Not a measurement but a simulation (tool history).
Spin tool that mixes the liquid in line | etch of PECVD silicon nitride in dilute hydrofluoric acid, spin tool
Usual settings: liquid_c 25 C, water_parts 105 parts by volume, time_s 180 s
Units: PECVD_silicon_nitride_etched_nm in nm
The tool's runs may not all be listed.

| run | day | liquid_c | water_parts | time_s | wafers since the last listed run | hours since the thermometer was replaced | hours since the hydrofluoric acid flow meter was replaced | hours since the gauge calibration | read-back film thickness of the PECVD silicon nitride reference wafer, read on the same gauge (nm) | PECVD_silicon_nitride_etched_nm |
|---|---|---|---|---|---|---|---|---|---|---|
| 1 | 0 | 29 | 105 | 265 | 0 | 1996.4 | 1436.8 | 1221.6 | 95.967 | 7.306 |
| 2 | 2.279 | 29 | 105 | 265 | 474 | 2051.1 | 1491.5 | 1276.3 | 95.673 | 7.22 |
|  | 2.375 | gauge calibrated |
| 3 | 3.817 | 25 | 105 | 180 | 320 | 2088 | 1528.4 | 34.6 | 99.813 | 3.998 |
| 4 | 12.333 | 25 | 105 | 180 | 1773 | 2292.4 | 1732.8 | 239 | 99.696 | 3.988 |
| 5 | 14.979 | 25 | 105 | 180 | 551 | 2355.9 | 1796.3 | 302.5 | 99.573 | 3.973 |
|  | 15.058 | hydrofluoric acid flow meter replaced |
| 6 | 16.342 | 21.5 | 105 | 180 | 275 | 2388.6 | 30.8 | 335.2 | 99.538 | 3.135 |
| 7 | 18.025 | 21.5 | 105 | 180 | 350 | 2429 | 71.2 | 375.6 | 99.473 | 3.169 |
| 8 | 20.6 | 21.5 | 105 | 180 | 536 | 2490.8 | 133 | 437.4 | 99.388 | 3.164 |
| 9 | 23.212 | 25 | 105 | 180 | 544 | 2553.5 | 195.7 | 500.1 | 99.212 | 3.956 |
| 10 | 24.246 | 25 | 105 | 130 | 215 | 2578.3 | 220.5 | 524.9 | 99.149 | 2.854 |
| 11 | 26.629 | 25 | 105 | 130 | 496 | 2635.5 | 277.7 | 582.1 | 99.015 | 2.867 |
| 12 | 33.454 | 25 | 85 | 180 | 1421 | 2799.3 | 441.5 | 745.9 | 98.419 | 4.833 |
| 13 | 35.346 | 25 | 105 | 180 | 393 | 2844.7 | 486.9 | 791.3 | 98.266 | 3.933 |
|  | 36.225 | thermometer replaced |
| 14 | 38.142 | 22 | 85 | 90 | 573 | 46 | 554 | 858.4 | 98.001 | 1.97 |
| 15 | 40.142 | 22 | 105 | 180 | 416 | 94 | 602 | 906.4 | 97.748 | 3.232 |
| 16 | 41.221 | 23 | 155 | 145 | 224 | 119.9 | 627.9 | 932.3 | 97.663 | 1.865 |
| 17 | 43.829 | 25 | 105 | 180 | 543 | 182.5 | 690.5 | 994.9 | 97.372 | 3.894 |
| 18 | 46.762 | 22.5 | 135 | 180 | 610 | 252.9 | 760.9 | 1065.3 | 97.008 | 2.544 |
|  | 47.642 | gauge calibrated |
| 19 | 47.883 | 25 | 105 | 180 | 233 | 279.8 | 787.8 | 5.8 | 99.954 | 3.995 |
| 20 | 49.033 | 29.5 | 85 | 270 | 239 | 307.4 | 815.4 | 33.4 | 99.984 | 9.793 |
| 21 | 50.375 | 23.5 | 60 | 115 | 279 | 339.6 | 847.6 | 65.6 | 99.946 | 4.017 |
| 22 | 53.271 | 25 | 140 | 180 | 603 | 409.1 | 917.1 | 135.1 | 99.906 | 3.039 |
| 23 | 57.429 | 23 | 70 | 290 | 866 | 508.9 | 1016.9 | 234.9 | 99.842 | 8.275 |
| 24 | 59.5 | 29 | 105 | 265 | 431 | 558.6 | 1066.6 | 284.6 | 99.773 | 7.603 |
| 25 | 61.804 | 27.5 | 105 | 180 | 479 | 613.9 | 1121.9 | 339.9 | 99.694 | 4.663 |
| 26 | 63.588 | 25 | 145 | 180 | 371 | 656.7 | 1164.7 | 382.7 | 99.61 | 2.868 |
| 27 | 65.438 | 22 | 105 | 235 | 385 | 701.1 | 1209.1 | 427.1 | 99.504 | 4.241 |
| 28 | 66.779 | 21 | 105 | 180 | 279 | 733.3 | 1241.3 | 459.3 | 99.427 | 3.03 |
| 29 | 68.858 | 29.5 | 105 | 180 | 433 | 783.2 | 1291.2 | 509.2 | 99.323 | 5.348 |
| 30 | 70.888 | 26.5 | 80 | 180 | 422 | 831.9 | 1339.9 | 557.9 | 99.212 | 5.744 |
| 31 | 72.467 | 30 | 70 | 110 | 328 | 869.8 | 1377.8 | 595.8 | 99.107 | 4.958 |

Hidden state at the last listed run before each entry between runs and at the first one after, where it differs:
Between runs 2 and 3: gauge calibrated (day 2.375)
  gauge reads high (%): -4.33 -> -0.179
  measured less the result without the state, PECVD_silicon_nitride_etched_nm: -0.327 -> -0.007 nm
Between runs 5 and 6: hydrofluoric acid flow meter replaced (day 15.058)
  gauge reads high (%): -0.403 -> -0.455
  measured less the result without the state, PECVD_silicon_nitride_etched_nm: -0.017 -> -0.015 nm
Between runs 13 and 14: thermometer replaced (day 36.225)
  gauge reads high (%): -1.73 -> -2
  measured less the result without the state, PECVD_silicon_nitride_etched_nm: -0.069 -> -0.04 nm
Between runs 18 and 19: gauge calibrated (day 47.642)
  gauge reads high (%): -2.99 -> -0.0268
  measured less the result without the state, PECVD_silicon_nitride_etched_nm: -0.078 -> -0.001 nm

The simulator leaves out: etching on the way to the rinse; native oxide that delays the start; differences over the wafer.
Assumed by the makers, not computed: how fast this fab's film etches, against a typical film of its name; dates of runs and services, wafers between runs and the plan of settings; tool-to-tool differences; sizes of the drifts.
